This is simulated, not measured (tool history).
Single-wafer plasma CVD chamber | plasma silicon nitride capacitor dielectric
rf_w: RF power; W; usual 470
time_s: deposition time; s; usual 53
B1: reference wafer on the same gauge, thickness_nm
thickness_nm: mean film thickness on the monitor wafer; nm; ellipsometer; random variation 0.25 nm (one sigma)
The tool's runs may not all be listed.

Run 1, hour 0: usual settings but time_s 57 s; B1 93.396. Result: thickness_nm 90.955 nm.
Run 2, hour 75.8: usual settings but time_s 57 s; B1 93.433. Result: thickness_nm 91.626 nm.
Run 3, hour 135.5: usual settings but time_s 57 s; B1 93.432. Result: thickness_nm 91.673 nm.
Run 4, hour 194.1: usual settings but time_s 49.6 s; B1 93.379. Result: thickness_nm 79.619 nm.
Run 5, hour 285.2: usual settings but time_s 49.6 s; B1 93.383. Result: thickness_nm 79.145 nm.
Run 6, hour 569.6: usual settings; B1 93.332. Result: thickness_nm 84.347 nm.
Run 7, hour 658.6: usual settings; B1 93.392. Result: thickness_nm 85.113 nm.
Run 8, hour 737: usual settings; B1 93.388. Result: thickness_nm 84.673 nm.
Run 9, hour 787.2: usual settings; B1 93.326. Result: thickness_nm 84.324 nm.
Run 10, hour 842.4: usual settings but rf_w 505 W; B1 93.343. Result: thickness_nm 85.823 nm.
Run 11, hour 920.3: usual settings but rf_w 505 W; B1 93.421. Result: thickness_nm 85.606 nm.
Run 12, hour 974.8: usual settings but rf_w 505 W; B1 93.386. Result: thickness_nm 84.909 nm.
Run 13, hour 1037.5: usual settings but time_s 48.7 s; B1 93.353. Result: thickness_nm 77.59 nm.
Run 14, hour 1123.6: usual settings but time_s 48.7 s; B1 93.293. Result: thickness_nm 77.246 nm.
Run 15, hour 1162.1: usual settings but time_s 48.7 s; B1 93.455. Result: thickness_nm 77.119 nm.
Run 16, hour 1262.5: usual settings; B1 93.455. Result: thickness_nm 83.67 nm.
Run 17, hour 1333.2: usual settings; B1 93.527. Result: thickness_nm 83.767 nm.
At hour 1348: RF generator calibrated.
Run 18, hour 1420.1: usual settings; B1 93.367. Result: thickness_nm 85.164 nm.
Run 19, hour 1473: usual settings; B1 93.388. Result: thickness_nm 85.027 nm.
At hour 1505.3: showerhead replaced.
Run 20, hour 1557.6: usual settings; B1 93.292. Result: thickness_nm 84.922 nm.
Run 21, hour 1609.3: usual settings but rf_w 500 W; B1 93.365. Result: thickness_nm 85.265 nm.
Run 22, hour 1656: usual settings but rf_w 425 W, time_s 49.8 s; B1 93.431. Result: thickness_nm 78.344 nm.
Run 23, hour 1715: usual settings but rf_w 515 W, time_s 59.4 s; B1 93.522. Result: thickness_nm 97.227 nm.
Run 24, hour 1785.9: usual settings but rf_w 435 W, time_s 59.4 s; B1 93.393. Result: thickness_nm 93.413 nm.
Run 25, hour 1871.7: usual settings but rf_w 385 W, time_s 50.2 s; B1 93.343. Result: thickness_nm 77.384 nm.
Run 26, hour 1941.1: usual settings but rf_w 495 W, time_s 49.6 s; B1 93.333. Result: thickness_nm 79.665 nm.
Run 27, hour 2042.6: usual settings but rf_w 545 W, time_s 56.5 s; B1 93.383. Result: thickness_nm 92.139 nm.
Run 28, hour 2223.9: usual settings but rf_w 425 W, time_s 44.1 s; B1 93.389. Result: thickness_nm 68.591 nm.
At hour 2273.3: gauge calibrated.
Run 29, hour 2528.5: usual settings but rf_w 435 W, time_s 49.3 s; B1 93.455. Result: thickness_nm 77.172 nm.
Run 30, hour 2624.9: usual settings but rf_w 395 W; B1 93.467. Result: thickness_nm 81.225 nm.
At hour 2665.3: RF generator calibrated.
Run 31, hour 2708.5: usual settings; B1 93.345. Result: thickness_nm 84.882 nm.
Run 32, hour 2795: usual settings but rf_w 425 W; B1 93.388. Result: thickness_nm 83.567 nm.
Run 33, hour 2894.3: usual settings; B1 93.375. Result: thickness_nm 84.724 nm.
Run 34, hour 2962: usual settings but rf_w 510 W; B1 93.404. Result: thickness_nm 85.895 nm.
Run 35, hour 3031.5: usual settings but rf_w 405 W; B1 93.342. Result: thickness_nm 82.533 nm.
Run 36, hour 3119.4: usual settings; B1 93.344. Result: thickness_nm 85.089 nm.
Run 37, hour 3205.6: usual settings but rf_w 560 W, time_s 62.5 s; B1 93.436. Result: thickness_nm 103.005 nm.
Run 38, hour 3254.6: usual settings; B1 93.433. Result: thickness_nm 84.558 nm.
Run 39, hour 3304: usual settings but time_s 63.2 s; B1 93.456. Result: thickness_nm 100.941 nm.
Run 40, hour 3380.7: usual settings but rf_w 515 W, time_s 56.8 s; B1 93.39. Result: thickness_nm 92.432 nm.
Run 41, hour 3448.3: usual settings but rf_w 505 W; B1 93.297. Result: thickness_nm 85.303 nm.

What the log doesn't show, run by run:
gauge reads high (%): 0 in every run
H1: delivered RF power above the setpoint (%)
run       H1
  1  -0.0382
  2   -0.463
  3   -0.797
  4    -1.13
  5    -1.64
  6    -3.23
  7    -3.73
  8    -4.17
  9    -4.45
 10    -4.76
 11     -5.2
 12     -5.5
 13    -5.85
 14    -6.33
 15    -6.55
 16    -7.11
 17    -7.51
 18   -0.694
 19    -0.99
 20    -1.46
 21    -1.75
 22    -2.02
 23    -2.35
 24    -2.74
 25    -3.22
 26    -3.61
 27    -4.18
 28     -5.2
 29    -6.91
 30    -7.45
 31    -0.77
 32    -1.25
 33    -1.81
 34    -2.19
 35    -2.58
 36    -3.07
 37    -3.56
 38    -3.83
 39    -4.11
 40    -4.54
 41    -4.92

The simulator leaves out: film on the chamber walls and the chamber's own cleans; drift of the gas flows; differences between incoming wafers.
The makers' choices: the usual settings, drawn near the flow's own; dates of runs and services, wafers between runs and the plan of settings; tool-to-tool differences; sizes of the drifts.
